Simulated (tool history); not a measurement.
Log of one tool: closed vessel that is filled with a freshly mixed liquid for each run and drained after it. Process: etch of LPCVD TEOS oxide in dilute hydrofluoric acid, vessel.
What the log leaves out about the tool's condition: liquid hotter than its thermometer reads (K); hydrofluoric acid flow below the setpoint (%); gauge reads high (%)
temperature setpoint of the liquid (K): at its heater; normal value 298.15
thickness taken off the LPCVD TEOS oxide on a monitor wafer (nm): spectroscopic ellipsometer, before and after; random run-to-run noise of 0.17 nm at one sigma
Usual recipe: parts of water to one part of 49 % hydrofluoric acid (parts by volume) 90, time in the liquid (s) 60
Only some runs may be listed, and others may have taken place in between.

run	hour	temperature setpoint of the liquid (K)	parts of water to one part of 49 % hydrofluoric acid (parts by volume)	time in the liquid (s)	wafers since the last listed run	hours since the thermometer was replaced	hours since the hydrofluoric acid flow meter was replaced	hours since the gauge calibration	read-back film thickness of the LPCVD TEOS oxide reference wafer, read on the same gauge (nm)	thickness taken off the LPCVD TEOS oxide on a monitor wafer (nm)
1	0	298.15	125	45	0	880.5	1030.3	124.1	40	11.38
2	15.4	298.15	125	45	1721	895.9	1045.7	139.5	39.98	11.57
3	29.4	298.15	90	35	1565	909.9	1059.7	153.5	40	12.92
4	40.9	298.15	90	35	1285	921.4	1071.2	165	40.01	12.9
5	50.1	298.15	90	35	1028	930.6	1080.4	174.2	39.97	12.92
6	60.1	298.15	90	60	1118	940.6	1090.4	184.2	39.99	22
7	96.1	302.15	55	60	4025	976.6	1126.4	220.2	40.02	44.27
8	104.7	298.15	90	70	961	985.2	1135	228.8	39.99	25.7
9	119.3	300.65	90	60	1632	999.8	1149.6	243.4	39.98	24.27

Run 10 has not been measured yet. What should we expect?
10	133.6	298.15	125	45	1598	1014.1	1163.9	257.7	?	?

{"run 10": {"read-back film thickness of the LPCVD TEOS oxide reference wafer, read on the same gauge (nm)": 39.99, "thickness taken off the LPCVD TEOS oxide on a monitor wafer (nm)": 11.2}}
Were there no unlogged condition in the tool, this run, its random variation unchanged, would have produced thickness taken off the LPCVD TEOS oxide on a monitor wafer (nm) 13.54.
